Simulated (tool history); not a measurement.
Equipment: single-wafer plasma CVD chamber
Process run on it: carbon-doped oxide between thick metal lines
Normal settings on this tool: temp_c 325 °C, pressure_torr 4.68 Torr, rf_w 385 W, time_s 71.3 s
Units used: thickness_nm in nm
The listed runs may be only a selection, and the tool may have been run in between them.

run	day	temp_c	pressure_torr	rf_w	time_s	read-back reference wafer on the same gauge, thickness_nm	thickness_nm
1	0	325	4.68	385	71.3	278.934	322.737
2	1.888	325	4.68	385	71.3	279.233	323.271
3	3.483	325	4.39	385	71.3	279.3	321.094
4	6.312	325	4.68	385	71.3	279.846	326.043
5	8.996	325	4.68	385	71.3	279.196	323.972
6	10.625	325	4.68	385	71.3	279.575	323.382
7	12.258	333	4.09	385	71.3	279.854	310.874
8	14.704	333	4.09	385	71.3	280.95	306.599
# day 15.658: thermocouple changed; heater temperature recalibrated
9	16.362	335	4.68	460	71.3	280.249	364.594
# day 16.779: capacitance manometer re-zeroed and calibrated
# day 20.025: RF generator calibrated
# day 24.679: showerhead replaced
10	24.725	325	4.68	385	71.3	281.692	329.297
11	27.004	335	4.68	460	71.3	282.387	366.812
12	29.433	320	5.45	315	62.1	282.538	252.485
# day 31.208: gauge calibrated
13	31.683	313	5.58	320	61.1	277.264	251.618
14	33.2	325	4.15	445	71.3	276.917	357.351
15	35.033	333	4.68	385	71.3	276.864	314.01
16	37.488	325	4.15	445	71.3	277.982	353.779
17	39.721	317	4.07	335	59.9	278.432	245.125
18	42.675	325	4.68	385	71.3	278.141	325.636
19	45.646	333	4.68	385	71.3	279.183	315.017
20	48.025	325	4.68	385	71.3	278.894	323.087
21	50.633	325	4.24	385	62.2	280.266	280.495
22	51.721	325	4.68	385	71.3	279.821	327.267
23	53.171	318	4.68	425	71.3	279.569	364.826
24	55.092	334	5.82	385	82.4	280.305	376.868
25	57.979	325	5.55	345	61.1	280.95	263.524
26	59.321	325	5.26	415	71.3	281.174	349.095
27	61.433	325	5.34	385	81.6	281.334	380.576

5 options for the next run, each taken on its own from the tool as it stands now. Forecast them:
A	61.45	321	4.68	385	71.3	?	?
B	61.45	325	4.68	455	71.3	?	?
C	61.45	314	4.68	385	71.3	?	?
D	61.45	314	5.5	385	71.3	?	?
E	61.45	320	5.55	385	71.3	?	?

run	read-back reference wafer on the same gauge, thickness_nm	thickness_nm
A	281.192	330.117
B	281.192	371.953
C	281.192	339.796
D	281.192	348.468
E	281.192	340.238
Without the tool's hidden state the same runs would have given:
run	thickness_nm
A	323.921
B	364.971
C	333.418
D	341.927
E	333.852

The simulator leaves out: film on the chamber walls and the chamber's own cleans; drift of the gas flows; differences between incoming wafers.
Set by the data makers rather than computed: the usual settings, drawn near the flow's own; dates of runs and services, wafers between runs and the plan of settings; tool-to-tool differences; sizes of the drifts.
